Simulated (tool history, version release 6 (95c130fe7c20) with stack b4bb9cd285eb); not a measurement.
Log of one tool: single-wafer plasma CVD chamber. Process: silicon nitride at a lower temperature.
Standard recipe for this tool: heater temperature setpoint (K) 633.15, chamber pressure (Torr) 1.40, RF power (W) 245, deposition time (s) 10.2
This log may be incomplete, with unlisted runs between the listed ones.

| run | hour | heater temperature setpoint (K) | chamber pressure (Torr) | RF power (W) | deposition time (s) | read-back reference wafer on the same gauge, thickness_nm | mean film thickness on the monitor wafer (Å) |
|---|---|---|---|---|---|---|---|
| 1 | 0.0 | 633.15 | 1.40 | 245 | 10.2 | 10.666 | 91.72 |
| 2 | 29.9 | 633.15 | 1.40 | 245 | 10.2 | 10.669 | 92.10 |
| 3 | 59.9 | 633.15 | 1.40 | 245 | 10.2 | 10.669 | 91.22 |
| 4 | 108.6 | 633.15 | 1.40 | 245 | 10.2 | 10.667 | 91.59 |
| 5 | 142.6 | 639.15 | 1.40 | 270 | 10.2 | 10.675 | 97.89 |
| 6 | 162.6 | 625.15 | 1.67 | 245 | 10.2 | 10.666 | 96.59 |
| 7 | 196.0 | 633.15 | 1.40 | 245 | 10.2 | 10.669 | 91.63 |
| 8 | 228.6 | 633.15 | 1.40 | 245 | 10.2 | 10.673 | 90.58 |
| 9 | 256.3 | 633.15 | 1.40 | 245 | 10.2 | 10.672 | 91.81 |
|  | 260.3 | gauge calibrated |
| 10 | 269.3 | 633.15 | 1.40 | 245 | 10.2 | 10.676 | 91.20 |
|  | 283.3 | RF generator calibrated |
| 11 | 300.7 | 633.15 | 1.40 | 245 | 10.2 | 10.682 | 97.13 |
| 12 | 327.4 | 633.15 | 1.24 | 245 | 10.2 | 10.665 | 93.26 |
| 13 | 343.7 | 633.15 | 1.24 | 245 | 10.2 | 10.659 | 92.66 |
| 14 | 366.7 | 637.15 | 1.07 | 245 | 8.7 | 10.669 | 75.15 |
|  | 397.2 | showerhead replaced |
| 15 | 397.7 | 646.15 | 1.40 | 245 | 9.4 | 10.665 | 88.01 |
| 16 | 418.9 | 633.15 | 1.40 | 245 | 10.2 | 10.673 | 95.66 |
|  | 432.5 | capacitance manometer re-zeroed and calibrated |
| 17 | 441.3 | 633.15 | 1.40 | 245 | 9.1 | 10.670 | 85.20 |
| 18 | 474.9 | 633.15 | 1.31 | 255 | 10.2 | 10.676 | 96.58 |
| 19 | 487.4 | 633.15 | 1.40 | 245 | 10.2 | 10.668 | 95.02 |
|  | 522.2 | thermocouple changed; heater temperature recalibrated |
| 20 | 523.3 | 633.15 | 1.07 | 245 | 10.7 | 10.664 | 90.82 |
| 21 | 551.3 | 628.15 | 1.58 | 245 | 10.9 | 10.663 | 105.34 |
| 22 | 569.4 | 633.15 | 1.40 | 245 | 10.2 | 10.678 | 94.42 |
| 23 | 586.4 | 639.15 | 1.40 | 245 | 10.2 | 10.682 | 95.01 |
| 24 | 608.8 | 633.15 | 1.40 | 275 | 10.2 | 10.670 | 102.72 |
| 25 | 626.4 | 646.15 | 1.07 | 245 | 10.2 | 10.669 | 85.81 |
| 26 | 655.3 | 619.15 | 1.55 | 260 | 10.2 | 10.679 | 102.28 |

3 options for the next run, each taken on its own from the tool as it stands now. Forecast them:
| A | 655.7 | 641.15 | 1.40 | 245 | 10.2 | ? | ? |
| B | 655.7 | 633.15 | 1.54 | 245 | 10.2 | ? | ? |
| C | 655.7 | 633.15 | 1.50 | 245 | 11.7 | ? | ? |

| run | read-back reference wafer on the same gauge, thickness_nm | mean film thickness on the monitor wafer (Å) |
|---|---|---|
| A | 10.665 | 94.00 |
| B | 10.665 | 97.15 |
| C | 10.665 | 110.52 |
Without the tool's unlogged condition, the same runs would have read:
| run | mean film thickness on the monitor wafer (Å) |
|---|---|
| A | 97.35 |
| B | 100.61 |
| C | 114.46 |
